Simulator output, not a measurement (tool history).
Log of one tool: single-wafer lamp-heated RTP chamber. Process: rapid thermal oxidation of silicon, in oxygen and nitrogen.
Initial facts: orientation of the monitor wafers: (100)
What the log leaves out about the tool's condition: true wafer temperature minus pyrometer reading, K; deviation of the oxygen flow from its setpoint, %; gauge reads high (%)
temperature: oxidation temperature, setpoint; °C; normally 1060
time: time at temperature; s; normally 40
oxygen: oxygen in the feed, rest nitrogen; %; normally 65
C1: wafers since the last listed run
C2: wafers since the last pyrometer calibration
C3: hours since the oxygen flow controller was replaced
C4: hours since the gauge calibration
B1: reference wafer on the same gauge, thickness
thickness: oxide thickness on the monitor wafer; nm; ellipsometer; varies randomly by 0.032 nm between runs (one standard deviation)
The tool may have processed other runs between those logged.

{"run": 1, "day": 0.0, "temperature": 1069, "time": 40, "oxygen": 65, "C1": 0, "C2": 5914, "C3": 3194.9, "C4": 2.8, "B1": 6.091, "thickness": 6.899}
{"day": 1.704, "done": "pyrometer window cleaned and pyrometer calibrated"}
{"run": 2, "day": 1.817, "temperature": 1069, "time": 40, "oxygen": 65, "C1": 509, "C2": 39, "C3": 3238.5, "C4": 46.4, "B1": 6.083, "thickness": 6.649}
{"run": 3, "day": 3.775, "temperature": 1060, "time": 40, "oxygen": 50, "C1": 673, "C2": 712, "C3": 3285.5, "C4": 93.4, "B1": 6.091, "thickness": 5.713}
{"run": 4, "day": 5.588, "temperature": 1060, "time": 40, "oxygen": 50, "C1": 623, "C2": 1335, "C3": 3329.0, "C4": 136.9, "B1": 6.096, "thickness": 5.763}
{"run": 5, "day": 8.433, "temperature": 1060, "time": 40, "oxygen": 50, "C1": 978, "C2": 2314, "C3": 3397.3, "C4": 205.2, "B1": 6.083, "thickness": 5.817}
{"run": 6, "day": 11.888, "temperature": 1048, "time": 40, "oxygen": 65, "C1": 1187, "C2": 3501, "C3": 3480.2, "C4": 288.1, "B1": 6.094, "thickness": 5.843}
{"run": 7, "day": 15.204, "temperature": 1048, "time": 40, "oxygen": 65, "C1": 1140, "C2": 4641, "C3": 3559.8, "C4": 367.7, "B1": 6.091, "thickness": 5.859}
{"run": 8, "day": 19.854, "temperature": 1048, "time": 40, "oxygen": 65, "C1": 1598, "C2": 6240, "C3": 3671.4, "C4": 479.3, "B1": 6.083, "thickness": 5.968}
{"run": 9, "day": 23.092, "temperature": 1060, "time": 40, "oxygen": 55, "C1": 1113, "C2": 7353, "C3": 3749.1, "C4": 557.0, "B1": 6.093, "thickness": 6.18}
{"day": 24.579, "done": "pyrometer window cleaned and pyrometer calibrated"}
{"run": 10, "day": 25.621, "temperature": 1060, "time": 40, "oxygen": 55, "C1": 754, "C2": 358, "C3": 3809.8, "C4": 617.7, "B1": 6.088, "thickness": 5.904}
{"day": 27.708, "done": "oxygen flow controller replaced"}
{"run": 11, "day": 29.158, "temperature": 1060, "time": 57, "oxygen": 52, "C1": 1101, "C2": 1460, "C3": 34.8, "C4": 702.6, "B1": 6.095, "thickness": 6.799}
{"day": 29.762, "done": "gauge calibrated"}
{"run": 12, "day": 32.075, "temperature": 1060, "time": 40, "oxygen": 65, "C1": 1002, "C2": 2462, "C3": 104.8, "C4": 55.5, "B1": 6.09, "thickness": 6.326}
{"run": 13, "day": 34.888, "temperature": 1060, "time": 40, "oxygen": 65, "C1": 966, "C2": 3429, "C3": 172.3, "C4": 123.0, "B1": 6.086, "thickness": 6.276}
{"run": 14, "day": 39.242, "temperature": 1033, "time": 26, "oxygen": 73, "C1": 1497, "C2": 4926, "C3": 276.8, "C4": 227.5, "B1": 6.096, "thickness": 4.664}
{"run": 15, "day": 41.833, "temperature": 1060, "time": 40, "oxygen": 82, "C1": 891, "C2": 5817, "C3": 339.0, "C4": 289.7, "B1": 6.09, "thickness": 7.095}
{"day": 45.621, "done": "pyrometer window cleaned and pyrometer calibrated"}
{"run": 16, "day": 46.05, "temperature": 1060, "time": 45, "oxygen": 88, "C1": 1335, "C2": 147, "C3": 440.2, "C4": 390.9, "B1": 6.096, "thickness": 7.347}
{"run": 17, "day": 48.075, "temperature": 1075, "time": 23, "oxygen": 77, "C1": 696, "C2": 844, "C3": 488.8, "C4": 439.5, "B1": 6.083, "thickness": 5.865}
{"run": 18, "day": 49.6, "temperature": 1081, "time": 40, "oxygen": 49, "C1": 524, "C2": 1368, "C3": 525.4, "C4": 476.1, "B1": 6.098, "thickness": 6.519}
{"run": 19, "day": 53.038, "temperature": 1071, "time": 27, "oxygen": 86, "C1": 1181, "C2": 2550, "C3": 607.9, "C4": 558.6, "B1": 6.094, "thickness": 6.291}
{"run": 20, "day": 57.408, "temperature": 1042, "time": 40, "oxygen": 46, "C1": 1502, "C2": 4052, "C3": 712.8, "C4": 663.5, "B1": 6.1, "thickness": 5.045}

Predict each of these 5 candidate next runs independently; none follows another, all start after run 20:
{"run": "A", "day": 57.425, "temperature": 1060, "time": 40, "oxygen": 65, "C1": 5, "C2": 4058, "C3": 713.2, "C4": 663.9, "B1": "?", "thickness": "?"}
{"run": "B", "day": 57.425, "temperature": 1043, "time": 55, "oxygen": 76, "C1": 5, "C2": 4058, "C3": 713.2, "C4": 663.9, "B1": "?", "thickness": "?"}
{"run": "C", "day": 57.425, "temperature": 1032, "time": 40, "oxygen": 38, "C1": 5, "C2": 4058, "C3": 713.2, "C4": 663.9, "B1": "?", "thickness": "?"}
{"run": "D", "day": 57.425, "temperature": 1046, "time": 40, "oxygen": 48, "C1": 5, "C2": 4058, "C3": 713.2, "C4": 663.9, "B1": "?", "thickness": "?"}
{"run": "E", "day": 57.425, "temperature": 1045, "time": 22, "oxygen": 44, "C1": 5, "C2": 4058, "C3": 713.2, "C4": 663.9, "B1": "?", "thickness": "?"}

run=A B1=6.086 thickness=6.342
run=B B1=6.086 thickness=6.865
run=C B1=6.086 thickness=4.376
run=D B1=6.086 thickness=5.196
run=E B1=6.086 thickness=3.928
What these runs would have given with no unlogged condition in the tool:
run=A thickness=6.245
run=B thickness=6.757
run=C thickness=4.310
run=D thickness=5.116
run=E thickness=3.872
